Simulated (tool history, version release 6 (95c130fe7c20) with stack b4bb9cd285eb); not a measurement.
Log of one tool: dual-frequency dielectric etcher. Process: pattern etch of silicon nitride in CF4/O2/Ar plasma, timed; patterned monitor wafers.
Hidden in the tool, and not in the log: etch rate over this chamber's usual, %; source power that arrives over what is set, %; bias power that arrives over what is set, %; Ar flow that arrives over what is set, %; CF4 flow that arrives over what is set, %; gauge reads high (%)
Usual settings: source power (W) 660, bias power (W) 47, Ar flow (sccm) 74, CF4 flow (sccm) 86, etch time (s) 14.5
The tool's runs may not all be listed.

run     day  source power (W)  bias power (W)  Ar flow (sccm)  CF4 flow (sccm)  etch time (s)  wafers since the last listed run  hours since the last wet clean  hours since the last source power generator calibration  hours since the last bias power generator calibration  hours since the last Ar flow controller change  hours since the last CF4 flow controller change  hours since the last upper electrode change  hours since the gauge calibration  read-back reference wafer on the same gauge, depth_nm  mean etch depth across the wafer (nm)
  1       0               660              40              74               65           18.5                                 0                           234.8                                                    406.3                                                   58.7                                          2077.2                                           2613.5                                       2661.9                             2022.6                                                  41.81                                  40.81
  2   6.742               660              52              74               86           14.5                              2894                           396.6                                                    568.1                                                  220.5                                            2239                                           2775.3                                       2823.7                             2184.4                                                  41.84                                   38.6
  3   9.667               560              43              61               86           14.5                              1255                           466.8                                                    638.3                                                  290.7                                          2309.2                                           2845.5                                       2893.9                             2254.6                                                  41.82                                  31.32
     10.079  -- gauge calibrated
  4  12.017               730              47              59               86           14.5                              1008                           523.2                                                    694.7                                                  347.1                                          2365.6                                           2901.9                                       2950.3                               46.5                                                  41.75                                  41.12
     12.296  -- Ar flow controller replaced
     14.371  -- wet clean of the chamber
  5  14.392               730              47              59               86           14.5                               482                             0.5                                                    751.7                                                  404.1                                            50.3                                           2958.9                                       3007.3                              103.5                                                  41.74                                  39.71
  6  16.354               660              39              83               86           14.5                               842                            47.6                                                    798.8                                                  451.2                                            97.4                                             3006                                       3054.4                              150.6                                                  41.83                                  32.48
  7  17.683               660              47              74               86           16.5                               570                            79.5                                                    830.7                                                  483.1                                           129.3                                           3037.9                                       3086.3                              182.5                                                   41.8                                   41.3
  8  18.708               660              47              74               86           14.5                               440                           104.1                                                    855.3                                                  507.7                                           153.9                                           3062.5                                       3110.9                              207.1                                                  41.85                                  36.32
  9  20.158               660              51              61               86           14.5                               622                           138.9                                                    890.1                                                  542.5                                           188.7                                           3097.3                                       3145.7                              241.9                                                   41.8                                  38.55
     22.929  -- upper electrode replaced
 10   22.95               780              47              74               86             10                               769                           205.9                                                    957.1                                                  609.5                                           255.7                                           3164.3                                          0.5                              308.9                                                  41.73                                  28.56
 11  23.938               660              47              84              106           14.5                               423                           229.6                                                    980.8                                                  633.2                                           279.4                                             3188                                         24.2                              332.6                                                  41.81                                  37.15
     24.612  -- CF4 flow controller replaced
 12  27.708               660              47              74               86           14.5                              1511                           320.1                                                   1071.3                                                  723.7                                           369.9                                             74.3                                        114.7                              423.1                                                  41.85                                  36.36
 13  30.688               660              47              74               86           14.5                              1278                           391.6                                                   1142.8                                                  795.2                                           441.4                                            145.8                                        186.2                              494.6                                                  41.85                                  36.71
 14  32.154               660              56              74               75           14.5                               629                           426.8                                                     1178                                                  830.4                                           476.6                                              181                                        221.4                              529.8                                                  41.81                                  39.71
     34.754  -- wet clean of the chamber
 15  34.775               660              47              74               86             16                               695                             0.5                                                   1240.9                                                  893.3                                           539.5                                            243.9                                        284.3                              592.7                                                  41.81                                  39.56
 16  35.925               710              47              65               86           14.5                               493                            28.1                                                   1268.5                                                  920.9                                           567.1                                            271.5                                        311.9                              620.3                                                  41.81                                  38.35
 17  38.783               730              47              59               86           14.5                              1227                            96.7                                                   1337.1                                                  989.5                                           635.7                                            340.1                                        380.5                              688.9                                                  41.74                                  39.75
 18  41.379               660              47              74               99           14.5                              1114                             159                                                   1399.4                                                 1051.8                                             698                                            402.4                                        442.8                              751.2                                                   41.8                                  36.43
 19  43.283               660              47              74               86           14.5                               817                           204.7                                                   1445.1                                                 1097.5                                           743.7                                            448.1                                        488.5                              796.9                                                  41.84                                  36.33

Run 20 comes next. What will it give?
 20  45.512               660              47              74               86           14.5                               957                           258.2                                                   1498.6                                                   1151                                           797.2                                            501.6                                          542                              850.4                                                      ?                                      ?

Run 20 gave read-back reference wafer on the same gauge, depth_nm 41.78, mean etch depth across the wafer (nm) 36.04.
Without the tool's hidden state the same run would have given mean etch depth across the wafer (nm) 35.71.
